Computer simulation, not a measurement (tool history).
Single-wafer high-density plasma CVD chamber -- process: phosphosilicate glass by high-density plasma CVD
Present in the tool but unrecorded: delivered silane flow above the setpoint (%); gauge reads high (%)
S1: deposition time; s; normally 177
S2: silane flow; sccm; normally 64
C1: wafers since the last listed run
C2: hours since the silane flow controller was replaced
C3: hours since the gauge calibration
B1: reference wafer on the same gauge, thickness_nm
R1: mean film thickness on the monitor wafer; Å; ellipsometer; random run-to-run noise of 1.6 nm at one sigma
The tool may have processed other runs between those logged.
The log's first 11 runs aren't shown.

run 12 day=7.029 | S1=177 S2=64 | C1=265 C2=4382.6 C3=363.6 | B1=1149.879 | R1=10955.05
run 13 day=7.450 | S1=177 S2=64 | C1=115 C2=4392.7 C3=373.7 | B1=1149.685 | R1=10957.57
run 14 day=7.721 | S1=158 S2=57 | C1=74 C2=4399.2 C3=380.2 | B1=1149.937 | R1=8951.44
run 15 day=8.271 | S1=158 S2=57 | C1=150 C2=4412.4 C3=393.4 | B1=1150.088 | R1=8958.83
run 16 day=8.762 | S1=158 S2=57 | C1=134 C2=4424.2 C3=405.2 | B1=1149.780 | R1=8937.49
run 17 day=10.492 | S1=177 S2=58 | C1=474 C2=4465.7 C3=446.7 | B1=1149.812 | R1=10150.94
run 18 day=10.975 | S1=177 S2=58 | C1=132 C2=4477.3 C3=458.3 | B1=1150.031 | R1=10160.87
-- day=11.012 gauge calibrated
run 19 day=12.679 | S1=177 S2=58 | C1=467 C2=4518.2 C3=40.0 | B1=1149.831 | R1=10145.66
-- day=13.375 silane flow controller replaced
run 20 day=13.696 | S1=177 S2=68 | C1=187 C2=7.7 C3=64.4 | B1=1149.918 | R1=11048.15
run 21 day=14.162 | S1=177 S2=61 | C1=127 C2=18.9 C3=75.6 | B1=1150.011 | R1=10059.93
run 22 day=14.854 | S1=177 S2=64 | C1=189 C2=35.5 C3=92.2 | B1=1150.199 | R1=10487.83
run 23 day=15.183 | S1=177 S2=53 | C1=90 C2=43.4 C3=100.1 | B1=1149.865 | R1=9028.27
run 24 day=15.675 | S1=177 S2=64 | C1=134 C2=55.2 C3=111.9 | B1=1150.302 | R1=10489.78
run 25 day=16.404 | S1=155 S2=76 | C1=199 C2=72.7 C3=129.4 | B1=1149.941 | R1=10597.44
run 26 day=16.808 | S1=145 S2=74 | C1=110 C2=82.4 C3=139.1 | B1=1149.833 | R1=9687.88
run 27 day=17.542 | S1=177 S2=68 | C1=201 C2=100.0 C3=156.7 | B1=1149.789 | R1=11025.46
run 28 day=17.871 | S1=149 S2=52 | C1=90 C2=107.9 C3=164.6 | B1=1150.238 | R1=7514.91
run 29 day=18.288 | S1=212 S2=54 | C1=114 C2=117.9 C3=174.6 | B1=1149.745 | R1=11000.16
run 30 day=18.592 | S1=177 S2=64 | C1=83 C2=125.2 C3=181.9 | B1=1149.688 | R1=10513.61
run 31 day=19.192 | S1=199 S2=75 | C1=164 C2=139.6 C3=196.3 | B1=1149.965 | R1=13417.64
run 32 day=19.579 | S1=168 S2=52 | C1=106 C2=148.9 C3=205.6 | B1=1149.929 | R1=8492.01
run 33 day=20.267 | S1=151 S2=74 | C1=188 C2=165.4 C3=222.1 | B1=1149.933 | R1=10098.29
run 34 day=20.946 | S1=197 S2=76 | C1=186 C2=181.7 C3=238.4 | B1=1149.890 | R1=13481.27
run 35 day=21.683 | S1=177 S2=58 | C1=202 C2=199.4 C3=256.1 | B1=1149.931 | R1=9726.88

Run 36 has not been measured yet. What should we expect?
run 36 day=22.042 | S1=143 S2=64 | C1=98 C2=208.0 C3=264.7 | B1=? | R1=?

{"run 36": {"B1": 1150.241, "R1": 8516.34}}
The same run, on a tool lacking any hidden state, would have yielded R1 8502.30 Å.

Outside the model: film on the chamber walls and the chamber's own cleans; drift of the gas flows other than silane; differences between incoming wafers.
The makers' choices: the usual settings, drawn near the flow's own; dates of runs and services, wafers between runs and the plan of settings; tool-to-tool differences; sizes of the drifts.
